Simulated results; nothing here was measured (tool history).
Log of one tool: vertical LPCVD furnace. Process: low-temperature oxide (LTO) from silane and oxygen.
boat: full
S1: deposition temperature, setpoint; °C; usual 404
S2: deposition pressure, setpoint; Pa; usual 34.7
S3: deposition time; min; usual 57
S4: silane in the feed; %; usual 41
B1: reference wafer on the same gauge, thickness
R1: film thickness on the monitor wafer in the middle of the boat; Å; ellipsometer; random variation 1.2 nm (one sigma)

{"run": 1, "hour": 0.0, "S1": 404, "S2": 34.7, "S3": 57, "S4": 41, "B1": 597.87, "R1": 6227.1}
{"run": 2, "hour": 19.4, "S1": 404, "S2": 34.7, "S3": 57, "S4": 41, "B1": 597.85, "R1": 6243.9}
{"run": 3, "hour": 34.9, "S1": 407, "S2": 34.7, "S3": 57, "S4": 45, "B1": 598.07, "R1": 7100.8}
{"run": 4, "hour": 67.2, "S1": 407, "S2": 34.7, "S3": 57, "S4": 45, "B1": 597.74, "R1": 7117.6}
{"run": 5, "hour": 88.2, "S1": 407, "S2": 34.7, "S3": 57, "S4": 45, "B1": 597.74, "R1": 7090.8}
{"run": 6, "hour": 104.4, "S1": 404, "S2": 34.7, "S3": 57, "S4": 41, "B1": 598.22, "R1": 6210.9}
{"run": 7, "hour": 139.5, "S1": 404, "S2": 34.7, "S3": 57, "S4": 41, "B1": 597.96, "R1": 6212.2}
{"run": 8, "hour": 162.5, "S1": 404, "S2": 34.7, "S3": 57, "S4": 41, "B1": 597.92, "R1": 6230.7}
{"run": 9, "hour": 177.9, "S1": 393, "S2": 34.7, "S3": 49.5, "S4": 34, "B1": 598.07, "R1": 3760.8}
{"hour": 209.4, "done": "silane flow controller replaced"}
{"hour": 213.8, "done": "thermocouples replaced and temperature profile calibrated"}
{"hour": 253.7, "done": "pressure gauge zeroed"}
{"run": 10, "hour": 259.9, "S1": 414, "S2": 40.7, "S3": 39, "S4": 44, "B1": 597.99, "R1": 6235.8}
{"run": 11, "hour": 275.2, "S1": 401, "S2": 34.7, "S3": 43.5, "S4": 41, "B1": 597.97, "R1": 4791.2}
{"hour": 309.5, "done": "gauge calibrated"}
{"run": 12, "hour": 309.7, "S1": 404, "S2": 34.7, "S3": 57, "S4": 41, "B1": 597.97, "R1": 6482.1}
{"run": 13, "hour": 333.2, "S1": 404, "S2": 34.7, "S3": 57, "S4": 48, "B1": 598.02, "R1": 7578.5}
{"run": 14, "hour": 366.4, "S1": 400, "S2": 28.7, "S3": 73, "S4": 36, "B1": 598, "R1": 5582.1}
{"run": 15, "hour": 383.9, "S1": 400, "S2": 39.3, "S3": 57, "S4": 38, "B1": 597.87, "R1": 6410.6}
{"run": 16, "hour": 405.3, "S1": 404, "S2": 34.7, "S3": 57, "S4": 41, "B1": 597.99, "R1": 6480.5}
{"run": 17, "hour": 424.0, "S1": 404, "S2": 34.7, "S3": 57, "S4": 41, "B1": 598.21, "R1": 6478.6}

Forecast each of these 4 alternatives for the next run:
{"run": "A", "hour": 428.5, "S1": 404, "S2": 34.7, "S3": 64, "S4": 41, "B1": "?", "R1": "?"}
{"run": "B", "hour": 428.5, "S1": 404, "S2": 29.3, "S3": 66, "S4": 41, "B1": "?", "R1": "?"}
{"run": "C", "hour": 428.5, "S1": 395, "S2": 30.7, "S3": 74.5, "S4": 37, "B1": "?", "R1": "?"}
{"run": "D", "hour": 428.5, "S1": 410, "S2": 38.7, "S3": 63.5, "S4": 41, "B1": "?", "R1": "?"}

run=A B1=597.98 R1=7249.9
run=B B1=597.98 R1=6318.3
run=C B1=597.98 R1=5951.1
run=D B1=597.98 R1=8558.5
Without the tool's hidden state the same runs would have given:
run=A R1=7299.7
run=B R1=6369.7
run=C R1=5997.4
run=D R1=8611.2

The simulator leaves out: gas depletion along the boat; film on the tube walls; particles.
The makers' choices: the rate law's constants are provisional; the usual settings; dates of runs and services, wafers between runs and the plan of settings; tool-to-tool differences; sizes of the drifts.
